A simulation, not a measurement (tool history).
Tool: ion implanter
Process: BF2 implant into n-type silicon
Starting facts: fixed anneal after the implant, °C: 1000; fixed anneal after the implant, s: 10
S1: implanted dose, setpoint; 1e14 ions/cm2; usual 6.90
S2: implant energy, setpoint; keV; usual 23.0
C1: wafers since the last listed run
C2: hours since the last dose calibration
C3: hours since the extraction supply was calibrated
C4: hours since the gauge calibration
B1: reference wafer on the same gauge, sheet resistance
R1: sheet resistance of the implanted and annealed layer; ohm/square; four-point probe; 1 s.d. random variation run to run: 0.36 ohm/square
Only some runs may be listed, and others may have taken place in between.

Run 1, hour 0.0: usual settings but S1 6.33 1e14 ions/cm2; C1 0; C2 1797.9; C3 1973.5; C4 551.1; B1 213.93. Result: R1 247.67 ohm/square.
Run 2, hour 165.7: usual settings but S2 21.0 keV; C1 3062; C2 1963.6; C3 2139.2; C4 716.8; B1 214.07. Result: R1 248.04 ohm/square.
Run 3, hour 208.9: usual settings but S1 8.00 1e14 ions/cm2; C1 798; C2 2006.8; C3 2182.4; C4 760.0; B1 213.94. Result: R1 227.59 ohm/square.
Run 4, hour 266.8: usual settings; C1 1070; C2 2064.7; C3 2240.3; C4 817.9; B1 213.90. Result: R1 239.12 ohm/square.
Run 5, hour 366.2: usual settings; C1 1836; C2 2164.1; C3 2339.7; C4 917.3; B1 213.99. Result: R1 239.38 ohm/square.
At hour 403.9: gauge calibrated.
Run 6, hour 416.5: usual settings; C1 929; C2 2214.4; C3 2390.0; C4 12.6; B1 214.07. Result: R1 240.23 ohm/square.
At hour 464.3: Faraday cup replaced and dose calibrated.
Run 7, hour 479.5: usual settings; C1 1016; C2 15.2; C3 2453.0; C4 75.6; B1 214.01. Result: R1 244.84 ohm/square.
Run 8, hour 538.0: usual settings; C1 1081; C2 73.7; C3 2511.5; C4 134.1; B1 213.88. Result: R1 244.72 ohm/square.
At hour 547.4: extraction supply calibrated.
Run 9, hour 589.8: usual settings; C1 809; C2 125.5; C3 42.4; C4 185.9; B1 214.07. Result: R1 240.37 ohm/square.
Run 10, hour 642.0: usual settings; C1 964; C2 177.7; C3 94.6; C4 238.1; B1 213.85. Result: R1 239.75 ohm/square.
Run 11, hour 700.7: usual settings; C1 1084; C2 236.4; C3 153.3; C4 296.8; B1 214.10. Result: R1 239.79 ohm/square.
Run 12, hour 730.2: usual settings; C1 545; C2 265.9; C3 182.8; C4 326.3; B1 214.11. Result: R1 239.58 ohm/square.
Run 13, hour 792.4: usual settings but S1 4.99 1e14 ions/cm2, S2 29.0 keV; C1 1149; C2 328.1; C3 245.0; C4 388.5; B1 213.98. Result: R1 268.09 ohm/square.
Run 14, hour 824.9: usual settings but S1 5.02 1e14 ions/cm2, S2 28.0 keV; C1 600; C2 360.6; C3 277.5; C4 421.0; B1 214.09. Result: R1 268.90 ohm/square.
Run 15, hour 860.0: usual settings but S2 17.0 keV; C1 648; C2 395.7; C3 312.6; C4 456.1; B1 214.06. Result: R1 270.46 ohm/square.
Run 16, hour 906.4: usual settings but S1 7.98 1e14 ions/cm2, S2 29.0 keV; C1 857; C2 442.1; C3 359.0; C4 502.5; B1 214.01. Result: R1 204.75 ohm/square.
Run 17, hour 961.8: usual settings; C1 1023; C2 497.5; C3 414.4; C4 557.9; B1 214.08. Result: R1 238.97 ohm/square.
Run 18, hour 1013.3: usual settings but S1 6.27 1e14 ions/cm2, S2 18.5 keV; C1 951; C2 549.0; C3 465.9; C4 609.4; B1 213.98. Result: R1 270.41 ohm/square.
Run 19, hour 1065.9: usual settings but S1 8.46 1e14 ions/cm2, S2 17.5 keV; C1 972; C2 601.6; C3 518.5; C4 662.0; B1 214.03. Result: R1 252.74 ohm/square.
Run 20, hour 1116.9: usual settings but S1 4.99 1e14 ions/cm2, S2 25.0 keV; C1 942; C2 652.6; C3 569.5; C4 713.0; B1 214.04. Result: R1 275.39 ohm/square.
Run 21, hour 1174.0: usual settings but S1 5.56 1e14 ions/cm2, S2 18.0 keV; C1 1055; C2 709.7; C3 626.6; C4 770.1; B1 213.91. Result: R1 286.82 ohm/square.

Pick out some run-to-run changes in R1. Of each, how much would a tool without hidden state show as well, from the settings, what came in and chance, and how much is left for the hidden state and any gauge scatter not in both results compared?
The tool's hidden condition here consists of: deviation of the true dose from the Faraday cup's reading, %; deviation of the true energy from its setpoint, %; gauge reads high (%).
Run 6 -> 7: Faraday cup replaced and dose calibrated. R1 +4.61 ohm/square: hidden state +5.56, all else -0.95.
Run 8 -> 9: extraction supply calibrated. R1 -4.35 ohm/square: hidden state -4.48, all else +0.13.
Run 15 -> 16: S1 6.90 -> 7.98, S2 17.0 -> 29.0. R1 -65.71 ohm/square: hidden state +0.02, all else -65.73.
Run 16 -> 17: S1 7.98 -> 6.90, S2 29.0 -> 23.0. R1 +34.22 ohm/square: hidden state -0.55, all else +34.77.
